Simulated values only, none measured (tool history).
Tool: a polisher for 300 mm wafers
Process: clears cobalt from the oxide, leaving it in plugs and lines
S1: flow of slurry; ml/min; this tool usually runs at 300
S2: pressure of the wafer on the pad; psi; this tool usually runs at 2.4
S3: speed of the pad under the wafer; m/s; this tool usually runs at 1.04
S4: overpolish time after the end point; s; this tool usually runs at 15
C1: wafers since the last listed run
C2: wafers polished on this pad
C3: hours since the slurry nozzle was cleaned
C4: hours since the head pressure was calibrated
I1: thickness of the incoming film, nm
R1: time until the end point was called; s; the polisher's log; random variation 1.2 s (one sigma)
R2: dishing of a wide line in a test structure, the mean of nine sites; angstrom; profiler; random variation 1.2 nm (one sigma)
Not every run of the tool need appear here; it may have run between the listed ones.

run	hour	S1	S2	S3	S4	C1	C2	C3	C4	I1	R1	R2
1	0	300	2.4	1.14	15	0	770	622.9	92.2	373.3	71.9	464
2	15.2	300	2.4	1.14	15	162	933	638.1	107.4	376.2	73.1	496
3	24.2	300	2.4	1.04	15	96	1030	647.1	116.4	366.6	77.1	470
4	38.1	300	2.4	1.04	15	149	1179	661	130.3	367.4	77.8	458
# hour 42.3: worn pad replaced by a new one
5	50.5	235	2.4	1.04	10	90	87	673.4	142.7	368.2	75.1	368
6	58.9	300	2.4	1.04	15	90	177	681.8	151.1	373.8	74.2	463
7	70.2	300	2.4	1.04	15	121	299	693.1	162.4	374.1	74.3	462
8	82.2	300	2.4	1.04	15	128	427	705.1	174.4	370.8	73.9	477
9	90.2	300	2.6	1.04	15	85	513	713.1	182.4	369.1	69.8	477
10	101.7	300	2.6	1.04	15	123	636	724.6	193.9	365.6	68.5	486
# hour 104.6: slurry nozzle cleaned
11	108.7	300	2.6	1.04	15	64	701	4.1	200.9	372.5	69.3	496
12	120.1	375	3.2	0.7	9	122	823	15.5	212.3	372.2	77.1	333
13	137.6	300	2.4	1.22	10	187	1010	33	229.8	376.7	66.2	392
# hour 145.7: worn pad replaced by a new one
14	146.2	235	2.9	1.04	22	49	5	41.6	238.4	363.9	60.3	614
15	159.7	355	1.9	0.8	21	144	149	55.1	251.9	370.4	114.6	458
16	172.2	300	3.2	1.3	10	134	283	67.6	264.4	366.9	45	478
# hour 182.4: head pressure recalibrated
17	185.3	300	2.8	1.04	18	118	402	80.7	2.9	372.6	64.6	576
18	194.7	300	2.4	1.04	15	100	503	90.1	12.3	370.4	75.4	488
19	205	300	2.4	1.04	22	110	614	100.4	22.6	363	74.8	579
20	219	300	2.4	1.04	12	150	764	114.4	36.6	368.1	75.6	426
# hour 252.8: worn pad replaced by a new one
21	269.1	300	2.8	1.04	18	494	174	164.5	86.7	370.3	64.2	554
22	284.8	360	2.9	0.68	13	168	342	180.2	102.4	365.6	86.1	408
23	302	345	2.9	1.04	15	184	527	197.4	119.6	367.9	60.8	535

What would each run have given without the hidden state, its run-to-run variation left as it was?
Unlogged tool condition in this case: removal rate lost through wear of the pad, %; slurry flow missing at the pad, %; deviation of the head's pressure from its setpoint, %.
run	R1	R2
1	68.5	477
2	68.9	512
3	72.3	488
4	72.2	478
5	74.6	370
6	73.3	466
7	72.9	468
8	71.9	485
9	67.5	485
10	65.8	497
11	66.3	508
12	73.1	346
13	62	409
14	60.3	614
15	113.5	461
16	44.3	482
17	62.9	582
18	73	497
19	71.9	589
20	72	440
21	63	558
22	83.6	416
23	58.3	546

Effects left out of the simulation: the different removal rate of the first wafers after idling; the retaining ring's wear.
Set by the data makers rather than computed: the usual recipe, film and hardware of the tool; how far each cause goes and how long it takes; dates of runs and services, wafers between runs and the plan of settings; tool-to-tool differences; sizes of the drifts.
